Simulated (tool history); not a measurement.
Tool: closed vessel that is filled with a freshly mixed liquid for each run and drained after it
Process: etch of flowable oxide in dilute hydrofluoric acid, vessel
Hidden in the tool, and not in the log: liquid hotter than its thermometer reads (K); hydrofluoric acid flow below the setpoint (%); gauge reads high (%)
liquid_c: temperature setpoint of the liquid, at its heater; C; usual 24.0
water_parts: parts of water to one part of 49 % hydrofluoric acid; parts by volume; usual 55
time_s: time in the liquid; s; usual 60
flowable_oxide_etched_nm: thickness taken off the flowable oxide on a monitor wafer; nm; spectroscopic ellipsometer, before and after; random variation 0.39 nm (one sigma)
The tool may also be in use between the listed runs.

| run | day | liquid_c | water_parts | time_s | wafers since the last listed run | hours since the thermometer was replaced | hours since the hydrofluoric acid flow meter was replaced | hours since the gauge calibration | read-back film thickness of the flowable oxide reference wafer, read on the same gauge (nm) | flowable_oxide_etched_nm |
|---|---|---|---|---|---|---|---|---|---|---|
| 1 | 0.000 | 21.5 | 55 | 60 | 0 | 2305.5 | 982.6 | 581.1 | 120.01 | 33.05 |
| 2 | 2.104 | 21.5 | 55 | 60 | 5916 | 2356.0 | 1033.1 | 631.6 | 120.01 | 33.09 |
| 3 | 4.083 | 24.0 | 55 | 45 | 5565 | 2403.5 | 1080.6 | 679.1 | 120.01 | 27.40 |
| 4 | 5.096 | 24.0 | 55 | 60 | 2847 | 2427.8 | 1104.9 | 703.4 | 119.97 | 36.54 |
| 5 | 6.125 | 24.0 | 55 | 60 | 2893 | 2452.5 | 1129.6 | 728.1 | 119.99 | 36.29 |
| 6 | 8.208 | 24.0 | 55 | 60 | 5858 | 2502.5 | 1179.6 | 778.1 | 120.02 | 35.77 |
| 7 | 9.908 | 24.0 | 55 | 60 | 4780 | 2543.3 | 1220.4 | 818.9 | 119.99 | 36.49 |
| 8 | 11.554 | 24.0 | 55 | 60 | 4627 | 2582.8 | 1259.9 | 858.4 | 120.01 | 35.78 |
| 9 | 13.392 | 24.0 | 55 | 60 | 5166 | 2626.9 | 1304.0 | 902.5 | 120.04 | 36.45 |
|  | 13.825 | gauge calibrated |
| 10 | 15.475 | 24.0 | 55 | 60 | 5858 | 2676.9 | 1354.0 | 39.6 | 120.00 | 35.47 |
|  | 16.483 | thermometer replaced |
| 11 | 18.204 | 24.0 | 65 | 60 | 7556 | 41.3 | 1419.5 | 105.1 | 119.99 | 29.59 |
| 12 | 21.092 | 19.0 | 40 | 35 | 8119 | 110.6 | 1488.8 | 174.4 | 120.01 | 23.55 |
| 13 | 23.688 | 24.0 | 75 | 40 | 7299 | 172.9 | 1551.1 | 236.7 | 120.04 | 16.56 |
| 14 | 25.750 | 27.0 | 75 | 35 | 5799 | 222.4 | 1600.6 | 286.2 | 119.99 | 16.35 |
|  | 26.525 | hydrofluoric acid flow meter replaced |
| 15 | 26.792 | 24.0 | 45 | 60 | 2811 | 247.4 | 6.4 | 311.2 | 119.97 | 50.71 |
| 16 | 28.096 | 24.0 | 55 | 35 | 3667 | 278.7 | 37.7 | 342.5 | 120.02 | 24.08 |
| 17 | 30.262 | 24.0 | 40 | 50 | 6092 | 330.7 | 89.7 | 394.5 | 119.99 | 46.78 |
| 18 | 32.829 | 24.0 | 40 | 30 | 7217 | 392.3 | 151.3 | 456.1 | 119.96 | 28.75 |
| 19 | 35.021 | 26.5 | 70 | 40 | 6162 | 444.9 | 203.9 | 508.7 | 119.99 | 23.25 |
| 20 | 36.758 | 24.0 | 55 | 60 | 4885 | 486.6 | 245.6 | 550.4 | 119.98 | 40.22 |
| 21 | 37.992 | 27.0 | 75 | 35 | 3467 | 516.2 | 275.2 | 580.0 | 119.99 | 19.03 |
| 22 | 39.929 | 24.0 | 80 | 60 | 5448 | 562.7 | 321.7 | 626.5 | 119.97 | 26.68 |

Forecast each of these 5 alternatives for the next run:
| A | 39.958 | 24.0 | 55 | 90 | 82 | 563.4 | 322.4 | 627.2 | ? | ? |
| B | 39.958 | 26.5 | 40 | 45 | 82 | 563.4 | 322.4 | 627.2 | ? | ? |
| C | 39.958 | 24.0 | 45 | 50 | 82 | 563.4 | 322.4 | 627.2 | ? | ? |
| D | 39.958 | 24.0 | 55 | 85 | 82 | 563.4 | 322.4 | 627.2 | ? | ? |
| E | 39.958 | 19.5 | 55 | 60 | 82 | 563.4 | 322.4 | 627.2 | ? | ? |

| run | read-back film thickness of the flowable oxide reference wafer, read on the same gauge (nm) | flowable_oxide_etched_nm |
|---|---|---|
| A | 120.03 | 60.73 |
| B | 120.03 | 47.24 |
| C | 120.03 | 41.81 |
| D | 120.03 | 57.36 |
| E | 120.03 | 33.57 |
Without the tool's hidden state the same runs would have given:
| run | flowable_oxide_etched_nm |
|---|---|
| A | 63.16 |
| B | 49.09 |
| C | 43.46 |
| D | 59.65 |
| E | 34.89 |

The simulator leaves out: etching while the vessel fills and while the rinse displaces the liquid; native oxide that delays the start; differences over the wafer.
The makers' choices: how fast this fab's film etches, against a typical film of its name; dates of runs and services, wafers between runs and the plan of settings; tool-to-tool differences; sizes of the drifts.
